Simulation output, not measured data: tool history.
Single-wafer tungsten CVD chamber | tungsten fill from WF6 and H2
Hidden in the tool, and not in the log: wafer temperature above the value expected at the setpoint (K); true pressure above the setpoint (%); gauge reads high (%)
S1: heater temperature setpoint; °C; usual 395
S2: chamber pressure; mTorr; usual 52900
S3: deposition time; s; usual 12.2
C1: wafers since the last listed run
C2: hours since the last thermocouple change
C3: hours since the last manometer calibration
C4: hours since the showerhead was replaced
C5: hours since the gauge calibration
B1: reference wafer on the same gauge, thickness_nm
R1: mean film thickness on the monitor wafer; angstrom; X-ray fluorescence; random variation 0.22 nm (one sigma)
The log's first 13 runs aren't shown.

run,hour,S1,S2,S3,C1,C2,C3,C4,C5,B1,R1
# hour 707.6: showerhead replaced
14,708.1,384,48200,13.3,1012,2214.8,1666.6,0.5,378.4,35.013,317.94
15,724.5,385,52900,12.2,503,2231.2,1683.0,16.9,394.8,35.074,307.43
16,763.5,395,48000,12.2,1196,2270.2,1722.0,55.9,433.8,34.988,364.57
17,810.5,395,52900,12.2,1442,2317.2,1769.0,102.9,480.8,35.033,382.57
18,843.1,403,45200,11.6,1000,2349.8,1801.6,135.5,513.4,35.077,396.94
19,881.1,410,48300,11.6,1165,2387.8,1839.6,173.5,551.4,34.941,461.44
20,924.6,388,43700,13.7,1334,2431.3,1883.1,217.0,594.9,34.859,339.79
# hour 939.8: capacitance manometer re-zeroed and calibrated
21,963.0,395,52900,14.5,932,2469.7,23.2,255.4,633.3,34.928,464.64
22,991.0,395,41700,14.0,859,2497.7,51.2,283.4,661.3,34.904,407.78
23,1028.2,395,61700,12.2,1141,2534.9,88.4,320.6,698.5,35.000,414.99
# hour 1063.9: thermocouple changed; heater temperature recalibrated
24,1073.2,395,52900,12.2,1135,9.3,133.4,365.6,743.5,35.031,387.81
25,1131.3,390,42200,14.3,1782,67.4,191.5,423.7,801.6,34.947,376.81
26,1185.1,395,59300,13.5,1650,121.2,245.3,477.5,855.4,34.967,451.20
27,1243.7,384,63900,10.6,1797,179.8,303.9,536.1,914.0,34.904,292.01
28,1308.4,395,58200,12.2,1985,244.5,368.6,600.8,978.7,34.936,407.03
29,1341.1,395,65400,13.3,1003,277.2,401.3,633.5,1011.4,35.005,465.43
30,1395.1,395,52900,12.2,1656,331.2,455.3,687.5,1065.4,34.946,390.29
31,1425.7,410,48300,11.6,938,361.8,485.9,718.1,1096.0,35.003,471.90
32,1462.8,402,65200,13.8,1138,398.9,523.0,755.2,1133.1,34.966,553.25
33,1490.2,405,62700,10.8,840,426.3,550.4,782.6,1160.5,35.027,449.25
# hour 1497.0: gauge calibrated
34,1541.8,395,52900,11.5,1583,477.9,602.0,834.2,44.8,35.077,366.31

Forecast each of these 4 alternatives for the next run:
A,1542.2,395,52900,12.2,12,478.3,602.4,834.6,45.2,?,?
B,1542.2,380,62900,12.2,12,478.3,602.4,834.6,45.2,?,?
C,1542.2,400,58000,10.0,12,478.3,602.4,834.6,45.2,?,?
D,1542.2,407,45400,10.4,12,478.3,602.4,834.6,45.2,?,?

run,B1,R1
A,35.055,386.44
B,35.055,301.50
C,35.055,363.34
D,35.055,390.97
Without the tool's hidden state the same runs would have given:
run,R1
A,387.78
B,302.54
C,364.60
D,392.36
